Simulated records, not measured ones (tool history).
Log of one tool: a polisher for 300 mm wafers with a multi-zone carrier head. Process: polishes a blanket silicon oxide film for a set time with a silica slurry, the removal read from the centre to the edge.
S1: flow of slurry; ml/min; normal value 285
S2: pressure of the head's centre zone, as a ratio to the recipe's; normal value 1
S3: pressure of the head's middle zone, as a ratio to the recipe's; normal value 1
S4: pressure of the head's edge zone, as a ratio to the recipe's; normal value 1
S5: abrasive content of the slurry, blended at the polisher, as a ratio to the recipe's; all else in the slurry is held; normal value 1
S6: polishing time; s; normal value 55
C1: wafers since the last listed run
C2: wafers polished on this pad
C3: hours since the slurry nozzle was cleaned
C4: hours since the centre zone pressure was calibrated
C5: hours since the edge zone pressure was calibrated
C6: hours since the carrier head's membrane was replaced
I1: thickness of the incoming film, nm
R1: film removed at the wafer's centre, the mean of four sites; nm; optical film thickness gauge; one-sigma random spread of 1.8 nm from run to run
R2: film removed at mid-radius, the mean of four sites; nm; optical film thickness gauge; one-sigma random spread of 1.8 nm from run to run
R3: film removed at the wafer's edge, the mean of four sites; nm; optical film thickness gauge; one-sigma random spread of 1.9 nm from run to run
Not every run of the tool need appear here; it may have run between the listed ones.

| run | hour | S1 | S2 | S3 | S4 | S5 | S6 | C1 | C2 | C3 | C4 | C5 | C6 | I1 | R1 | R2 | R3 |
|---|---|---|---|---|---|---|---|---|---|---|---|---|---|---|---|---|---|
| 1 | 0 | 285 | 1.11 | 1 | 1.04 | 1 | 55 | 0 | 7422 | 0.8 | 289.7 | 1167.2 | 151 | 1484.3 | 139.3 | 127.8 | 129.2 |
|  | 16.8 | worn pad replaced by a new one, of another model than before |
| 2 | 95.5 | 285 | 1 | 1 | 0.92 | 1 | 55 | 1062 | 913 | 96.3 | 385.2 | 1262.7 | 246.5 | 1523.3 | 124.7 | 123.4 | 118.9 |
|  | 161.9 | edge zone pressure recalibrated |
| 3 | 194.1 | 285 | 1 | 1 | 1 | 1 | 55 | 1122 | 2035 | 194.9 | 483.8 | 32.2 | 345.1 | 1510.3 | 123.8 | 121 | 123.7 |
| 4 | 247.8 | 285 | 1 | 1.05 | 1 | 1 | 55 | 623 | 2659 | 248.6 | 537.5 | 85.9 | 398.8 | 1522.3 | 123.8 | 124.4 | 125.9 |
| 5 | 348.7 | 285 | 0.93 | 1 | 1 | 1 | 62 | 1172 | 3831 | 349.5 | 638.4 | 186.8 | 499.7 | 1500.1 | 128.5 | 136.6 | 140 |
|  | 381.8 | centre zone pressure recalibrated |
| 6 | 425.7 | 215 | 1.12 | 1.09 | 1.08 | 1 | 55 | 871 | 4703 | 426.5 | 43.9 | 263.8 | 576.7 | 1521.7 | 133.5 | 125.3 | 125.2 |
| 7 | 505.6 | 285 | 1 | 1 | 1 | 1 | 55 | 928 | 5631 | 506.4 | 123.8 | 343.7 | 656.6 | 1502 | 121.3 | 120.7 | 124 |
| 8 | 583 | 285 | 1 | 1 | 1.07 | 1 | 64 | 899 | 6530 | 583.8 | 201.2 | 421.1 | 734 | 1501.6 | 135.1 | 137.9 | 146.2 |
|  | 631 | slurry nozzle cleaned |
|  | 637.6 | carrier head's membrane replaced by a new one |
|  | 672.3 | worn pad replaced by a new one |
| 9 | 687.3 | 285 | 1 | 1 | 1 | 1 | 55 | 1095 | 173 | 56.3 | 305.5 | 525.4 | 49.7 | 1485.2 | 128.4 | 121.6 | 128.3 |
| 10 | 794.8 | 285 | 0.93 | 1 | 1.09 | 0.75 | 55 | 1248 | 1422 | 163.8 | 413 | 632.9 | 157.2 | 1496.1 | 89 | 92.2 | 98.4 |
| 11 | 876.2 | 285 | 1 | 0.91 | 1 | 1 | 48 | 945 | 2368 | 245.2 | 494.4 | 714.3 | 238.6 | 1493.7 | 107.4 | 95.8 | 108.5 |
| 12 | 962.2 | 285 | 1.09 | 1 | 1 | 1.2 | 55 | 999 | 3367 | 331.2 | 580.4 | 800.3 | 324.6 | 1520.8 | 147.7 | 134.2 | 138.1 |
| 13 | 1058.9 | 285 | 1 | 1 | 1 | 1 | 69 | 1123 | 4490 | 427.9 | 677.1 | 897 | 421.3 | 1513.3 | 146.3 | 148.3 | 158 |
| 14 | 1140.6 | 285 | 1 | 1 | 1 | 1 | 55 | 949 | 5439 | 509.6 | 758.8 | 978.7 | 503 | 1519.3 | 120 | 119.2 | 122 |
|  | 1168.8 | centre zone pressure recalibrated |
| 15 | 1182.2 | 285 | 1 | 1 | 1 | 1 | 55 | 460 | 5899 | 551.2 | 13.4 | 1020.3 | 544.6 | 1483.6 | 116.7 | 114.7 | 117.9 |

What will run 16 give?
| 16 | 1250.9 | 210 | 1 | 0.92 | 1.04 | 0.75 | 55 | 798 | 6697 | 619.9 | 82.1 | 1089 | 613.3 | 1525.7 | ? | ? | ? |

R1: 81.8 nm
R2: 74.1 nm
R3: 88 nm
Were there no unlogged condition in the tool, this run, its random variation unchanged, would have produced R1 91 nm, R2 81.5 nm, R3 94.3 nm.
